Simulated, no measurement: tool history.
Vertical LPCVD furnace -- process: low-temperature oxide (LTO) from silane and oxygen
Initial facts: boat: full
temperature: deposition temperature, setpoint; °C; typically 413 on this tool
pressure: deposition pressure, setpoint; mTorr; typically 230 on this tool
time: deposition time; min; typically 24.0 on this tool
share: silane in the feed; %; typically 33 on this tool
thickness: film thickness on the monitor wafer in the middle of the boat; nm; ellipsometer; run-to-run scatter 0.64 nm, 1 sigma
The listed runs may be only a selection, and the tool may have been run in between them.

run	day	temperature	pressure	time	share	wafers since the last listed run	hours since the last temperature calibration	hours since the pressure gauge was zeroed	hours since the silane flow controller was replaced	hours since the gauge calibration	read-back reference wafer on the same gauge, thickness	thickness
1	0.000	413	230	31.5	33	0	4188.8	2476.9	6496.2	311.3	232.08	277.68
2	1.138	413	230	31.5	33	335	4216.1	2504.2	6523.5	338.6	232.11	278.92
3	4.408	413	230	31.5	33	964	4294.6	2582.7	6602.0	417.1	231.95	278.92
4	5.462	413	230	24.0	33	310	4319.9	2608.0	6627.3	442.4	232.03	212.97
5	7.529	413	230	24.0	33	609	4369.5	2657.6	6676.9	492.0	231.86	213.96
6	8.838	413	230	24.0	33	385	4400.9	2689.0	6708.3	523.4	232.01	213.97
7	11.242	413	230	24.0	33	708	4458.6	2746.7	6766.0	581.1	231.86	214.02
# day 13.354: gauge calibrated
8	14.075	413	230	24.0	33	835	4526.6	2814.7	6834.0	17.3	231.81	213.90
# day 15.554: silane flow controller replaced
9	16.692	413	230	24.0	33	476	4589.4	2877.5	27.3	80.1	232.37	214.54
# day 18.858: thermocouples replaced and temperature profile calibrated
10	19.088	413	245	21.0	33	411	5.5	2935.0	84.8	137.6	232.07	199.43
# day 21.250: pressure gauge zeroed
11	21.283	413	195	15.5	28	352	58.2	0.8	137.5	190.3	232.22	88.48
12	23.262	424	230	31.0	28	583	105.7	48.3	185.0	237.8	232.02	236.76
13	25.192	413	230	24.0	33	568	152.0	94.6	231.3	284.1	232.11	204.42
14	27.029	404	230	24.0	40	541	196.1	138.7	275.4	328.2	231.94	238.23
15	29.358	413	245	21.0	33	686	252.0	194.6	331.3	384.1	232.17	191.51
16	31.717	413	265	15.5	31	695	308.6	251.2	387.9	440.7	231.97	139.67
17	33.121	413	230	26.5	33	414	342.3	284.9	421.6	474.4	231.93	227.34
18	35.558	404	230	24.0	33	718	400.8	343.4	480.1	532.9	232.08	185.32

Each row is a separate what-if for the run after 18, all from the same tool condition, not one after another. Results?
A	35.729	413	270	24.0	33	50	404.9	347.5	484.2	537.0	?	?
B	35.729	406	215	24.0	33	50	404.9	347.5	484.2	537.0	?	?
C	35.729	405	255	30.5	31	50	404.9	347.5	484.2	537.0	?	?

run	read-back reference wafer on the same gauge, thickness	thickness
A	231.79	240.54
B	231.79	177.55
C	231.79	241.92
Take away the tool's hidden state, keep each run's random variation, and the runs would have read:
run	thickness
A	237.99
B	175.20
C	239.20

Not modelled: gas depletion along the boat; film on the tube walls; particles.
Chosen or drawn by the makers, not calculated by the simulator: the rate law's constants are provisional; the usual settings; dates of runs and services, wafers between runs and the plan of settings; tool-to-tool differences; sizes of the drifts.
